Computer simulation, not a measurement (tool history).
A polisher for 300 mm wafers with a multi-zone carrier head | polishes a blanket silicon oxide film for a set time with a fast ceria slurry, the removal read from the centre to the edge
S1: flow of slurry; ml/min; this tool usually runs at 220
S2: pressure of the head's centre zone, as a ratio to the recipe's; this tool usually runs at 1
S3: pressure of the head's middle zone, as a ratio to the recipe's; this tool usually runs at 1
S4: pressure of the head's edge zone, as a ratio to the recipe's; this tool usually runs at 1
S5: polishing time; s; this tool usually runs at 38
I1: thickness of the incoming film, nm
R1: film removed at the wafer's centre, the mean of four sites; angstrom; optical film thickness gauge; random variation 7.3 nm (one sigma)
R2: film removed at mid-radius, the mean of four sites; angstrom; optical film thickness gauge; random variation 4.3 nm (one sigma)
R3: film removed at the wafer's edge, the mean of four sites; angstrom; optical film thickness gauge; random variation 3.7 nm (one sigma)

run     day   S1    S2    S3    S4  S5      I1    R1    R2    R3
  1       0  220     1     1   1.1  38  1728.3  5229  5325  5463
  2   4.033  220     1     1     1  42  1701.1  5720  5824  5670
      5.596  -- worn pad replaced by a new one
      6.308  -- centre zone pressure recalibrated
  3     6.9  220     1     1     1  42  1698.4  5591  5729  5688
      7.542  -- edge zone pressure recalibrated
  4  10.862  220     1     1     1  38  1744.2  4647  4932  5000
     13.354  -- slurry nozzle cleaned
     14.088  -- worn pad replaced by a new one
  5  15.196  220     1     1     1  38  1709.7  5205  5251  5181
  6  18.875  280     1     1     1  38  1710.2  5273  5420  5324
  7  21.521  220     1     1  0.94  48  1734.8  6264  6470  6341
     24.542  -- worn pad replaced by a new one, of another model than before
     25.454  -- slurry nozzle cleaned
  8  25.796  220  0.92     1     1  32  1680.1  4106  4518  4452
  9  27.588  280  1.07  0.95     1  45  1712.7  6718  6220  6278
     30.138  -- carrier head's membrane replaced by a new one
     32.908  -- worn pad replaced by a new one
     34.254  -- edge zone pressure recalibrated
     34.583  -- centre zone pressure recalibrated
 10  34.983  275     1  1.08  0.97  33  1712.2  4564  4930  4470
     38.254  -- slurry nozzle cleaned
 11  38.308  220     1     1     1  38    1696  5253  5369  5263
     41.675  -- worn pad replaced by a new one
 12  42.083  220  0.91     1     1  30  1709.1  3743  4145  4142
 13  44.175  155     1  0.93  0.94  38  1688.5  5065  4846  4996
 14  47.217  220     1     1     1  38    1703  5167  5190  5175

The same runs without the tool's hidden state, with the same run-to-run variation:
What the log doesn't record here: removal rate lost through wear of the pad, %; slurry flow missing at the pad, %; deviation of the centre zone's pressure from its setpoint, %; deviation of the edge zone's pressure from its setpoint, %.
run    R1    R2    R3
  1  5269  5362  5491
  2  5809  5905  5729
  3  5776  5899  5812
  4  5078  5336  5296
  5  5225  5269  5194
  6  5342  5484  5372
  7  6497  6685  6496
  8  4108  4520  4453
  9  6726  6226  6283
 10  4656  5020  4531
 11  5271  5385  5275
 12  3768  4170  4161
 13  5134  4905  5040
 14  5291  5300  5257

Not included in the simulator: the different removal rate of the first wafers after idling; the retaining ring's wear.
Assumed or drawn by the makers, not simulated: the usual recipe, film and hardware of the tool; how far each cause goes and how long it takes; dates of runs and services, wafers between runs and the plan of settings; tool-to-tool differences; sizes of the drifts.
